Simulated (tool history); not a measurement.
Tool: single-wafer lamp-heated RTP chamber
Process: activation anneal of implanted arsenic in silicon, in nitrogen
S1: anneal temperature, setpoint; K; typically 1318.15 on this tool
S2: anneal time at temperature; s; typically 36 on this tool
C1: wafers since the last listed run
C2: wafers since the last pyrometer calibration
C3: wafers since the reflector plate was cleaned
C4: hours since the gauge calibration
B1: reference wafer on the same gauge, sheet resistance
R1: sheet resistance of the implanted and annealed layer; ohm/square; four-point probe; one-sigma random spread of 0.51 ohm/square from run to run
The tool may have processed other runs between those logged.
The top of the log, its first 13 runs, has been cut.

run	day	S1	S2	C1	C2	C3	C4	B1	R1
14	26.175	1318.15	36	732	2268	3564	1145.5	130.98	155.76
15	28.933	1318.15	36	966	3235	4531	1211.7	131.00	156.04
16	30.238	1344.15	36	456	3692	4988	1243.0	130.98	150.11
17	32.717	1328.15	47	868	4560	5856	1302.5	131.00	150.90
18	34.825	1330.15	17	738	5299	6595	1353.1	130.98	160.92
19	35.992	1305.15	36	408	5708	7004	1381.1	131.05	158.87
# day 37.942: pyrometer window cleaned and pyrometer calibrated
# day 38.088: reflector plate cleaned, repeated, since the last time left the tool worse
20	38.108	1347.15	47	573	7	7	1431.9	130.95	148.92
21	40.700	1305.15	36	908	915	915	1494.1	131.05	160.39
22	43.025	1318.15	36	814	1730	1730	1549.9	130.97	158.97
23	45.133	1343.15	50	738	2469	2469	1600.5	130.96	148.99
24	50.654	1344.15	36	1934	4403	4403	1733.0	131.06	153.33
25	52.833	1318.15	23	763	5167	5167	1785.3	130.96	163.27
26	55.442	1327.15	49	913	6081	6081	1847.9	131.06	152.88
27	57.283	1318.15	36	645	6726	6726	1892.1	131.04	157.79
# day 57.996: pyrometer window cleaned and pyrometer calibrated
28	58.417	1307.15	24	280	147	7006	1919.3	131.02	163.69
# day 59.196: gauge calibrated
29	59.796	1318.15	27	483	630	7489	14.4	131.00	160.83
30	67.654	1294.15	20	2753	3384	10243	203.0	130.99	168.92
# day 68.996: reflector plate cleaned
31	69.017	1301.15	29	360	3744	6	235.7	131.01	164.71
32	70.408	1318.15	36	487	4232	494	269.1	131.04	158.52
33	73.279	1300.15	42	1005	5238	1500	338.0	130.97	161.26
34	75.354	1318.15	36	727	5965	2227	387.8	130.99	157.90
# day 76.250: pyrometer window cleaned and pyrometer calibrated
35	78.092	1318.15	36	842	644	3069	453.5	131.02	159.39
36	79.658	1343.15	36	548	1193	3618	491.1	130.95	152.93

Branching from run 36: 4 alternative next runs. What would each branch give?
A	79.675	1318.15	36	5	1199	3624	491.5	?	?
B	79.675	1318.15	18	5	1199	3624	491.5	?	?
C	79.675	1341.15	27	5	1199	3624	491.5	?	?
D	79.675	1343.15	52	5	1199	3624	491.5	?	?

run	B1	R1
A	131.00	158.13
B	131.00	165.12
C	131.00	155.96
D	131.00	148.84
With no hidden state in the tool, these same runs would have given:
run	R1
A	158.48
B	165.46
C	156.30
D	149.18
